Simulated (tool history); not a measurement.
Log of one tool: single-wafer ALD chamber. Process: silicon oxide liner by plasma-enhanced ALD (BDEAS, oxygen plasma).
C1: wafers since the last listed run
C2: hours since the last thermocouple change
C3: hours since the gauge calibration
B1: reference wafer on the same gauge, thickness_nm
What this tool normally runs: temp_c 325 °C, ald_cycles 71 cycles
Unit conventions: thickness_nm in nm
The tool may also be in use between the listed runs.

{"run": 1, "hour": 0.0, "temp_c": 325, "ald_cycles": 71, "C1": 0, "C2": 1156.8, "C3": 472.7, "B1": 6.575, "thickness_nm": 6.449}
{"run": 2, "hour": 6.2, "temp_c": 322, "ald_cycles": 77, "C1": 26, "C2": 1163, "C3": 478.9, "B1": 6.579, "thickness_nm": 7.018}
{"run": 3, "hour": 14.3, "temp_c": 322, "ald_cycles": 77, "C1": 34, "C2": 1171.1, "C3": 487, "B1": 6.578, "thickness_nm": 6.994}
{"run": 4, "hour": 29.5, "temp_c": 325, "ald_cycles": 71, "C1": 65, "C2": 1186.3, "C3": 502.2, "B1": 6.583, "thickness_nm": 6.475}
{"run": 5, "hour": 36.0, "temp_c": 332, "ald_cycles": 71, "C1": 27, "C2": 1192.8, "C3": 508.7, "B1": 6.574, "thickness_nm": 6.398}
{"run": 6, "hour": 46.6, "temp_c": 332, "ald_cycles": 71, "C1": 45, "C2": 1203.4, "C3": 519.3, "B1": 6.58, "thickness_nm": 6.373}
{"run": 7, "hour": 64.5, "temp_c": 332, "ald_cycles": 71, "C1": 76, "C2": 1221.3, "C3": 537.2, "B1": 6.581, "thickness_nm": 6.402}
{"run": 8, "hour": 76.5, "temp_c": 325, "ald_cycles": 78, "C1": 51, "C2": 1233.3, "C3": 549.2, "B1": 6.579, "thickness_nm": 7.076}
{"run": 9, "hour": 122.6, "temp_c": 325, "ald_cycles": 78, "C1": 197, "C2": 1279.4, "C3": 595.3, "B1": 6.578, "thickness_nm": 7.086}
{"run": 10, "hour": 131.8, "temp_c": 325, "ald_cycles": 78, "C1": 39, "C2": 1288.6, "C3": 604.5, "B1": 6.579, "thickness_nm": 7.065}
{"run": 11, "hour": 141.2, "temp_c": 325, "ald_cycles": 71, "C1": 40, "C2": 1298, "C3": 613.9, "B1": 6.579, "thickness_nm": 6.448}
{"run": 12, "hour": 154.4, "temp_c": 325, "ald_cycles": 71, "C1": 56, "C2": 1311.2, "C3": 627.1, "B1": 6.578, "thickness_nm": 6.473}
{"run": 13, "hour": 166.9, "temp_c": 322, "ald_cycles": 71, "C1": 53, "C2": 1323.7, "C3": 639.6, "B1": 6.58, "thickness_nm": 6.439}
{"run": 14, "hour": 177.0, "temp_c": 322, "ald_cycles": 71, "C1": 43, "C2": 1333.8, "C3": 649.7, "B1": 6.582, "thickness_nm": 6.465}
{"hour": 181.8, "done": "gauge calibrated"}
{"run": 15, "hour": 189.8, "temp_c": 325, "ald_cycles": 71, "C1": 54, "C2": 1346.6, "C3": 8, "B1": 6.578, "thickness_nm": 6.439}
{"hour": 204.1, "done": "thermocouple changed; heater temperature recalibrated"}
{"run": 16, "hour": 205.8, "temp_c": 325, "ald_cycles": 71, "C1": 34, "C2": 1.7, "C3": 24, "B1": 6.581, "thickness_nm": 6.436}
{"run": 17, "hour": 227.2, "temp_c": 325, "ald_cycles": 71, "C1": 91, "C2": 23.1, "C3": 45.4, "B1": 6.58, "thickness_nm": 6.434}
{"run": 18, "hour": 237.3, "temp_c": 325, "ald_cycles": 71, "C1": 43, "C2": 33.2, "C3": 55.5, "B1": 6.578, "thickness_nm": 6.423}
{"run": 19, "hour": 254.3, "temp_c": 325, "ald_cycles": 71, "C1": 72, "C2": 50.2, "C3": 72.5, "B1": 6.586, "thickness_nm": 6.43}
{"run": 20, "hour": 262.5, "temp_c": 325, "ald_cycles": 71, "C1": 35, "C2": 58.4, "C3": 80.7, "B1": 6.581, "thickness_nm": 6.421}
{"run": 21, "hour": 270.4, "temp_c": 325, "ald_cycles": 71, "C1": 33, "C2": 66.3, "C3": 88.6, "B1": 6.577, "thickness_nm": 6.419}
{"run": 22, "hour": 285.2, "temp_c": 325, "ald_cycles": 71, "C1": 63, "C2": 81.1, "C3": 103.4, "B1": 6.581, "thickness_nm": 6.445}
{"run": 23, "hour": 299.6, "temp_c": 325, "ald_cycles": 67, "C1": 61, "C2": 95.5, "C3": 117.8, "B1": 6.572, "thickness_nm": 6.058}
{"run": 24, "hour": 313.2, "temp_c": 317, "ald_cycles": 66, "C1": 58, "C2": 109.1, "C3": 131.4, "B1": 6.582, "thickness_nm": 6.047}
{"run": 25, "hour": 328.4, "temp_c": 333, "ald_cycles": 64, "C1": 65, "C2": 124.3, "C3": 146.6, "B1": 6.58, "thickness_nm": 5.741}
{"run": 26, "hour": 341.1, "temp_c": 325, "ald_cycles": 71, "C1": 54, "C2": 137, "C3": 159.3, "B1": 6.581, "thickness_nm": 6.453}
{"run": 27, "hour": 351.8, "temp_c": 325, "ald_cycles": 71, "C1": 45, "C2": 147.7, "C3": 170, "B1": 6.589, "thickness_nm": 6.474}
{"run": 28, "hour": 361.5, "temp_c": 325, "ald_cycles": 71, "C1": 41, "C2": 157.4, "C3": 179.7, "B1": 6.58, "thickness_nm": 6.428}
{"run": 29, "hour": 368.3, "temp_c": 325, "ald_cycles": 62, "C1": 29, "C2": 164.2, "C3": 186.5, "B1": 6.582, "thickness_nm": 5.609}
{"run": 30, "hour": 381.7, "temp_c": 325, "ald_cycles": 71, "C1": 57, "C2": 177.6, "C3": 199.9, "B1": 6.585, "thickness_nm": 6.436}
{"run": 31, "hour": 391.5, "temp_c": 337, "ald_cycles": 71, "C1": 41, "C2": 187.4, "C3": 209.7, "B1": 6.586, "thickness_nm": 6.344}
{"run": 32, "hour": 398.8, "temp_c": 319, "ald_cycles": 81, "C1": 31, "C2": 194.7, "C3": 217, "B1": 6.579, "thickness_nm": 7.375}
{"run": 33, "hour": 409.5, "temp_c": 325, "ald_cycles": 63, "C1": 45, "C2": 205.4, "C3": 227.7, "B1": 6.576, "thickness_nm": 5.699}
{"run": 34, "hour": 423.4, "temp_c": 320, "ald_cycles": 65, "C1": 59, "C2": 219.3, "C3": 241.6, "B1": 6.573, "thickness_nm": 5.914}
{"run": 35, "hour": 440.2, "temp_c": 331, "ald_cycles": 58, "C1": 71, "C2": 236.1, "C3": 258.4, "B1": 6.575, "thickness_nm": 5.232}
{"run": 36, "hour": 449.4, "temp_c": 320, "ald_cycles": 65, "C1": 39, "C2": 245.3, "C3": 267.6, "B1": 6.589, "thickness_nm": 5.922}
{"run": 37, "hour": 465.1, "temp_c": 336, "ald_cycles": 71, "C1": 67, "C2": 261, "C3": 283.3, "B1": 6.584, "thickness_nm": 6.374}
{"run": 38, "hour": 515.5, "temp_c": 325, "ald_cycles": 71, "C1": 215, "C2": 311.4, "C3": 333.7, "B1": 6.579, "thickness_nm": 6.429}
{"run": 39, "hour": 523.6, "temp_c": 339, "ald_cycles": 84, "C1": 34, "C2": 319.5, "C3": 341.8, "B1": 6.577, "thickness_nm": 7.478}
{"run": 40, "hour": 538.2, "temp_c": 325, "ald_cycles": 83, "C1": 62, "C2": 334.1, "C3": 356.4, "B1": 6.575, "thickness_nm": 7.539}
{"run": 41, "hour": 548.4, "temp_c": 317, "ald_cycles": 76, "C1": 43, "C2": 344.3, "C3": 366.6, "B1": 6.581, "thickness_nm": 6.975}
{"run": 42, "hour": 566.0, "temp_c": 340, "ald_cycles": 64, "C1": 75, "C2": 361.9, "C3": 384.2, "B1": 6.579, "thickness_nm": 5.68}

Hidden state at the last listed run before each entry between runs and at the first one after, where it differs:
After run 14, before run 15: gauge calibrated (hour 181.8)
  both runs share identical hidden conditions
After run 15, before run 16: thermocouple changed; heater temperature recalibrated (hour 204.1)
  both runs share identical hidden conditions

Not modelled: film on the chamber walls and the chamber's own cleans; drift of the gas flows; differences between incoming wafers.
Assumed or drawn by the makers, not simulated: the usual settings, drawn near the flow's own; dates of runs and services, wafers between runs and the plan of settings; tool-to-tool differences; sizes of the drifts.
